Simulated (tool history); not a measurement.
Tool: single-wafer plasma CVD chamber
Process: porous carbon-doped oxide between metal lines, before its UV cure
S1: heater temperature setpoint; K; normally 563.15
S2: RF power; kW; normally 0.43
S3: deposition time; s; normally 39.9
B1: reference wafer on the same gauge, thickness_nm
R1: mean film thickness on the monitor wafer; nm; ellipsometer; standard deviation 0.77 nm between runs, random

run	hour	S1	S2	S3	B1	R1
1	0	563.15	0.43	45.2	230.911	222.318
2	63.4	563.15	0.43	45.2	231.014	220.648
3	115.1	563.15	0.43	45.2	230.969	220.454
4	281.4	563.15	0.43	41.9	231.331	201.202
5	420.4	563.15	0.43	41.9	231.624	200.381
6	453.6	575.15	0.43	39.9	230.49	177.516
# hour 479.9: showerhead replaced
# hour 528.3: thermocouple changed; heater temperature recalibrated
7	528.8	575.15	0.43	39.9	230.374	179.897
8	583.5	575.15	0.43	39.9	230.953	181.276
# hour 595.5: gauge calibrated
9	622.2	563.15	0.43	39.9	230.794	196.754
10	665.2	559.15	0.43	39.9	231.069	201.46
11	696.5	563.15	0.43	39.9	230.963	195.59
12	750	563.15	0.43	35.2	230.869	172.626
13	799.7	563.15	0.43	39.9	230.89	194.1
14	868.6	563.15	0.43	35.2	230.729	171.155
15	907.2	568.15	0.49	34	230.672	176.661
16	975.2	563.15	0.43	39.9	231.168	193.665
17	1004.4	550.15	0.36	46.4	230.92	215.475
18	1033.3	563.15	0.43	46	231.064	221.454
19	1058	563.15	0.43	39.9	231.316	192.889
# hour 1074: RF generator calibrated
20	1129	552.15	0.395	36.6	230.848	187.285
21	1177.5	571.15	0.485	39.9	231.1	204.872
22	1237.5	570.15	0.375	42	231.048	180.003
23	1283.4	550.15	0.43	42.8	230.855	229.391
24	1319.6	563.15	0.475	39.9	230.744	212.949
25	1355.5	563.15	0.43	39.9	231.317	195.505
26	1425.9	575.15	0.47	45.7	230.374	221.181
27	1452.6	563.15	0.36	39.9	230.603	170.422

Give the tool's hidden conditions for every run:
gauge reads high (%): 0 on each run
H1: wafer temperature above the value expected at the setpoint (K)
H2: delivered RF power above the setpoint (%)
run	H1	H2
1	3.07	-1.73
2	3.19	-2.37
3	3.29	-2.81
4	3.62	-3.86
5	3.89	-4.43
6	3.95	-4.53
7	0.0413	-4.74
8	0.148	-4.86
9	0.224	-4.94
10	0.308	-5.01
11	0.369	-5.06
12	0.474	-5.14
13	0.571	-5.2
14	0.705	-5.27
15	0.781	-5.3
16	0.914	-5.36
17	0.971	-5.38
18	1.03	-5.39
19	1.08	-5.41
20	1.21	-1.03
21	1.31	-1.62
22	1.43	-2.25
23	1.52	-2.66
24	1.59	-2.95
25	1.66	-3.21
26	1.79	-3.65
27	1.85	-3.8
